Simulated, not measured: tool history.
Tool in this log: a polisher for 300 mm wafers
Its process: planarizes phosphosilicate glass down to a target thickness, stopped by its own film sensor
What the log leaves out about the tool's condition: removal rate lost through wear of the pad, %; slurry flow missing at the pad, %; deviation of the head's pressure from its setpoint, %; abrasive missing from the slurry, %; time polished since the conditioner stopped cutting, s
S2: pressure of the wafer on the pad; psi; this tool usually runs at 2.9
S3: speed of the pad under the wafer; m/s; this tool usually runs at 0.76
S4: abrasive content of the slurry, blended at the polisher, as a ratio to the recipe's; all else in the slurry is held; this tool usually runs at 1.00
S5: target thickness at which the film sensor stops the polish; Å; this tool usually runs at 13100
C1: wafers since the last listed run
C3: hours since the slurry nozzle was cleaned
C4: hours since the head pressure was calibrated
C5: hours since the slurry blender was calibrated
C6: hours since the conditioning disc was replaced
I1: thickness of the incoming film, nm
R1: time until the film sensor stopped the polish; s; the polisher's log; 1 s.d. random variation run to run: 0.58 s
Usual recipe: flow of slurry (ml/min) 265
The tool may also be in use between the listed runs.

run 1 hour=0.0 | flow_of_slurry_(ml/min)=265 S2=2.9 S3=0.92 S4=1.00 S5=13100 | C1=0 wafers_polished_on_this_pad=2856 C3=110.0 C4=556.0 C5=285.0 C6=189.7 | I1=1724.1 | R1=56.9
-- hour=35.7 worn pad replaced by a new one
-- hour=123.4 slurry blender recalibrated
-- hour=184.6 conditioning disc replaced and pad reconditioned
run 2 hour=196.7 | flow_of_slurry_(ml/min)=265 S2=2.9 S3=0.92 S4=1.00 S5=13100 | C1=1328 wafers_polished_on_this_pad=1105 C3=306.7 C4=752.7 C5=73.3 C6=12.1 | I1=1689.9 | R1=44.9
run 3 hour=253.9 | flow_of_slurry_(ml/min)=265 S2=3.2 S3=0.76 S4=1.00 S5=13100 | C1=402 wafers_polished_on_this_pad=1508 C3=363.9 C4=809.9 C5=130.5 C6=69.3 | I1=1695.3 | R1=50.7
run 4 hour=283.3 | flow_of_slurry_(ml/min)=265 S2=2.9 S3=0.76 S4=1.00 S5=13100 | C1=207 wafers_polished_on_this_pad=1715 C3=393.3 C4=839.3 C5=159.9 C6=98.7 | I1=1702.6 | R1=59.3
-- hour=298.5 head pressure recalibrated
-- hour=360.4 slurry nozzle cleaned
-- hour=464.4 worn pad replaced by a new one
run 5 hour=465.6 | flow_of_slurry_(ml/min)=265 S2=2.9 S3=0.76 S4=1.00 S5=13100 | C1=1234 wafers_polished_on_this_pad=8 C3=105.2 C4=167.1 C5=342.2 C6=281.0 | I1=1701.8 | R1=63.2
run 6 hour=520.0 | flow_of_slurry_(ml/min)=320 S2=3.4 S3=0.76 S4=1.00 S5=13100 | C1=383 wafers_polished_on_this_pad=391 C3=159.6 C4=221.5 C5=396.6 C6=335.4 | I1=1710.0 | R1=56.9
run 7 hour=551.4 | flow_of_slurry_(ml/min)=320 S2=3.4 S3=0.76 S4=1.00 S5=13100 | C1=221 wafers_polished_on_this_pad=612 C3=191.0 C4=252.9 C5=428.0 C6=366.8 | I1=1697.0 | R1=56.5
-- hour=588.3 conditioning disc replaced and pad reconditioned
run 8 hour=596.4 | flow_of_slurry_(ml/min)=265 S2=2.9 S3=0.52 S4=1.00 S5=13100 | C1=302 wafers_polished_on_this_pad=915 C3=236.0 C4=297.9 C5=473.0 C6=8.1 | I1=1694.2 | R1=82.7
-- hour=614.5 slurry blender recalibrated
run 9 hour=654.0 | flow_of_slurry_(ml/min)=265 S2=2.9 S3=0.76 S4=0.75 S5=14070 | C1=391 wafers_polished_on_this_pad=1307 C3=293.6 C4=355.5 C5=39.5 C6=65.7 | I1=1690.3 | R1=48.4
-- hour=762.1 slurry nozzle cleaned
run 10 hour=830.1 | flow_of_slurry_(ml/min)=265 S2=3.4 S3=0.76 S4=0.85 S5=13710 | C1=1232 wafers_polished_on_this_pad=2540 C3=68.0 C4=531.6 C5=215.6 C6=241.8 | I1=1720.0 | R1=53.0
run 11 hour=885.3 | flow_of_slurry_(ml/min)=265 S2=2.9 S3=0.76 S4=1.00 S5=13100 | C1=388 wafers_polished_on_this_pad=2928 C3=123.2 C4=586.8 C5=270.8 C6=297.0 | I1=1674.4 | R1=59.5
-- hour=931.0 worn pad replaced by a new one
run 12 hour=954.3 | flow_of_slurry_(ml/min)=175 S2=2.9 S3=0.76 S4=1.00 S5=13100 | C1=457 wafers_polished_on_this_pad=164 C3=192.2 C4=655.8 C5=339.8 C6=366.0 | I1=1686.2 | R1=67.1
run 13 hour=979.0 | flow_of_slurry_(ml/min)=265 S2=2.9 S3=0.76 S4=1.00 S5=13100 | C1=173 wafers_polished_on_this_pad=338 C3=216.9 C4=680.5 C5=364.5 C6=390.7 | I1=1722.5 | R1=69.8
-- hour=1013.7 conditioning disc replaced and pad reconditioned
run 14 hour=1031.7 | flow_of_slurry_(ml/min)=355 S2=2.9 S3=0.52 S4=0.80 S5=13100 | C1=356 wafers_polished_on_this_pad=695 C3=269.6 C4=733.2 C5=417.2 C6=18.0 | I1=1722.6 | R1=95.1

For run 15, what comes out?
run 15 hour=1057.5 | flow_of_slurry_(ml/min)=265 S2=2.1 S3=0.76 S4=1.00 S5=13100 | C1=181 wafers_polished_on_this_pad=876 C3=295.4 C4=759.0 C5=443.0 C6=43.8 | I1=1699.9 | R1=?

Run 15 yielded R1 84.8 s.
Minus the tool's unlogged condition, the same run would have read R1 71.5 s.
